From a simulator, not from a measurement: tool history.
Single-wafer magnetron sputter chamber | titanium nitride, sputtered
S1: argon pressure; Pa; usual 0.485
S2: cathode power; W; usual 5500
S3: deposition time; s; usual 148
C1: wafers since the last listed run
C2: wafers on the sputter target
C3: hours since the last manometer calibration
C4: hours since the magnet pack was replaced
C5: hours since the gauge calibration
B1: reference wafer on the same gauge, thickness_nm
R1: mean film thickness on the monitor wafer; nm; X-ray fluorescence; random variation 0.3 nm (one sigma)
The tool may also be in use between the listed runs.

run	hour	S1	S2	S3	C1	C2	C3	C4	C5	B1	R1
1	0.0	0.524	5500	160	0	7035	43.6	10894.7	976.3	134.756	143.100
# hour 11.9: sputter target and shields replaced
2	80.6	0.524	5500	160	541	512	124.2	10975.3	1056.9	134.818	143.711
3	122.4	0.524	5500	160	311	824	166.0	11017.1	1098.7	134.917	143.340
4	183.8	0.485	5500	163	458	1282	227.4	11078.5	1160.1	134.833	147.020
5	220.0	0.485	5500	163	270	1553	263.6	11114.7	1196.3	135.052	147.735
6	301.7	0.485	5500	163	609	2162	345.3	11196.4	1278.0	134.946	147.985
7	376.8	0.485	5500	148	560	2723	420.4	11271.5	1353.1	135.054	134.668
8	460.1	0.485	5500	148	621	3345	503.7	11354.8	1436.4	135.144	134.567
9	518.9	0.485	5500	148	438	3784	562.5	11413.6	1495.2	135.134	133.995
10	585.1	0.485	5500	127	494	4278	628.7	11479.8	1561.4	135.235	115.195
11	690.9	0.485	5500	159	789	5067	734.5	11585.6	1667.2	135.295	144.369
12	781.6	0.485	5500	125	676	5744	825.2	11676.3	1757.9	135.480	113.515
13	873.4	0.485	5500	125	685	6429	917.0	11768.1	1849.7	135.515	114.060
14	934.0	0.485	5500	148	452	6882	977.6	11828.7	1910.3	135.612	134.159
15	987.6	0.485	5500	148	400	7282	1031.2	11882.3	1963.9	135.558	134.799
# hour 1022.6: capacitance manometer re-zeroed and calibrated
16	1028.2	0.485	5500	148	243	7525	5.6	11922.9	2004.5	135.579	134.399
17	1092.9	0.485	5500	148	482	8008	70.3	11987.6	2069.2	135.806	134.723
# hour 1144.3: sputter target and shields replaced
# hour 1170.5: magnet pack replaced
18	1290.6	0.406	5850	137	1356	1032	268.0	120.1	2266.9	135.781	137.131
19	1383.5	0.647	4450	126	693	1725	360.9	213.0	2359.8	135.927	88.198
20	1438.0	0.554	5500	128	406	2132	415.4	267.5	2414.3	135.839	114.054
21	1536.9	0.316	5500	164	738	2870	514.3	366.4	2513.2	135.968	158.011
22	1591.7	0.648	6750	128	409	3279	569.1	421.2	2568.0	136.062	135.858
23	1663.3	0.374	5500	162	534	3814	640.7	492.8	2639.6	136.055	153.736
24	1907.5	0.485	5500	148	1822	5636	884.9	737.0	2883.8	136.336	135.536
25	1996.9	0.646	5850	139	667	6304	974.3	826.4	2973.2	136.278	128.116
# hour 2022.1: capacitance manometer re-zeroed and calibrated
# hour 2102.6: sputter target and shields replaced
# hour 2131.3: gauge calibrated
26	2151.5	0.611	5500	124	1034	365	129.4	981.0	20.2	133.969	107.146
27	2255.5	0.485	5500	148	776	1141	233.4	1085.0	124.2	134.030	133.246
28	2322.4	0.350	5500	148	499	1640	300.3	1151.9	191.1	134.185	139.401
29	2387.9	0.485	5500	132	488	2129	365.8	1217.4	256.6	134.319	118.840
30	2487.7	0.485	5500	148	744	2874	465.6	1317.2	356.4	134.352	133.418
31	2592.4	0.651	6200	163	781	3655	570.3	1421.9	461.1	134.469	156.958
32	2628.9	0.485	4550	148	272	3928	606.8	1458.4	497.6	134.512	110.724
33	2727.8	0.485	5500	177	738	4666	705.7	1557.3	596.5	134.475	159.542
34	2782.2	0.485	5500	148	406	5072	760.1	1611.7	650.9	134.640	133.786
35	2827.5	0.485	6450	148	338	5410	805.4	1657.0	696.2	134.761	156.627

Measured less the same run without the tool's hidden state. The same run-to-run variation is in both; the gauge's scatter may not be:
The hidden state here: deposition rate above that of a new target (%); true argon pressure above the setpoint (%); gauge reads high (%).
run	R1
1	+0.826
2	+0.896
3	+0.928
4	+1.004
5	+1.039
6	+1.111
7	+1.069
8	+1.132
9	+1.172
10	+1.051
11	+1.405
12	+1.164
13	+1.229
14	+1.491
15	+1.540
16	+1.566
17	+1.619
18	+1.802
19	+1.206
20	+1.594
21	+2.297
22	+2.017
23	+2.344
24	+2.253
25	+2.194
26	+0.076
27	+0.174
28	+0.236
29	+0.247
30	+0.354
31	+0.511
32	+0.384
33	+0.644
34	+0.582
35	+0.723
